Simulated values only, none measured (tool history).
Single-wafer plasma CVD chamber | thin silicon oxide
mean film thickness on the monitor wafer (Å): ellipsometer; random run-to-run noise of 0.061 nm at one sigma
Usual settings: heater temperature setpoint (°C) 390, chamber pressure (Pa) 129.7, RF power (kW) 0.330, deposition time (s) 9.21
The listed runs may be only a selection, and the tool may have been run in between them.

run   hour  heater temperature setpoint (°C)  chamber pressure (Pa)  RF power (kW)  deposition time (s)  read-back reference wafer on the same gauge, thickness_nm  mean film thickness on the monitor wafer (Å)
  1    0.0                               397                  129.7          0.330                 9.21                                                     20.804                                        216.15
  2    7.1                               397                  129.7          0.330                 9.21                                                     20.795                                        216.57
  3   20.6                               390                  129.7          0.330                 9.21                                                     20.793                                        216.21
  4   36.8                               390                  129.7          0.330                 9.21                                                     20.819                                        217.08
  5   46.7                               390                  129.7          0.330                 9.21                                                     20.820                                        217.92
  6   53.2                               390                  129.7          0.330                 9.21                                                     20.773                                        217.78
  7   64.5                               390                  129.7          0.330                 9.21                                                     20.813                                        217.63
  8   76.9                               390                  129.7          0.330                 9.21                                                     20.783                                        217.87
  9   91.5                               390                  129.7          0.330                 9.21                                                     20.798                                        217.95
      98.5  -- gauge calibrated
     105.4  -- showerhead replaced
 10  111.5                               390                  129.7          0.330                 9.21                                                     20.803                                        217.40
 11  124.0                               390                  129.7          0.330                 8.82                                                     20.798                                        208.40
     155.2  -- capacitance manometer re-zeroed and calibrated
     164.7  -- RF generator calibrated
 12  165.2                               390                  129.7          0.330                 9.21                                                     20.784                                        218.09
 13  168.2                               390                  129.7          0.330                 9.21                                                     20.777                                        216.97
 14  180.5                               390                  129.7          0.330                 9.21                                                     20.794                                        217.59
 15  195.5                               390                  129.7          0.330                10.78                                                     20.797                                        253.64
 16  209.8                               390                  129.7          0.330                 9.21                                                     20.810                                        217.37
 17  221.8                               399                  157.6          0.285                 8.63                                                     20.784                                        213.91
 18  238.3                               390                  155.5          0.330                 9.21                                                     20.772                                        252.56
 19  249.2                               398                  155.9          0.330                 8.41                                                     20.779                                        229.43
 20  255.3                               390                  129.7          0.330                 9.21                                                     20.791                                        216.91
 21  271.8                               398                  129.7          0.330                 8.33                                                     20.814                                        195.18
     280.0  -- gauge calibrated
     286.4  -- thermocouple changed; heater temperature recalibrated
 22  286.9                               390                  129.7          0.330                 9.21                                                     20.830                                        217.25
 23  293.0                               390                  129.7          0.330                 9.21                                                     20.796                                        217.51
 24  300.1                               390                  129.7          0.275                 9.21                                                     20.797                                        191.89
 25  316.7                               390                  129.7          0.330                 9.21                                                     20.828                                        217.29
 26  334.3                               403                  129.7          0.330                 9.21                                                     20.813                                        215.19
 27  340.9                               390                  129.7          0.330                11.00                                                     20.794                                        259.63
 28  349.4                               382                  129.7          0.330                10.98                                                     20.792                                        260.41
 29  365.4                               395                  129.7          0.330                 9.91                                                     20.795                                        232.51
 30  375.0                               386                  129.7          0.330                 9.21                                                     20.767                                        217.12

The tool's hidden state at each run:
wafer temperature above the value expected at the setpoint (K): 0 on each run
delivered RF power above the setpoint (%): 0 on each run
true pressure above the setpoint (%): 0 on each run
gauge reads high (%): 0 on each run
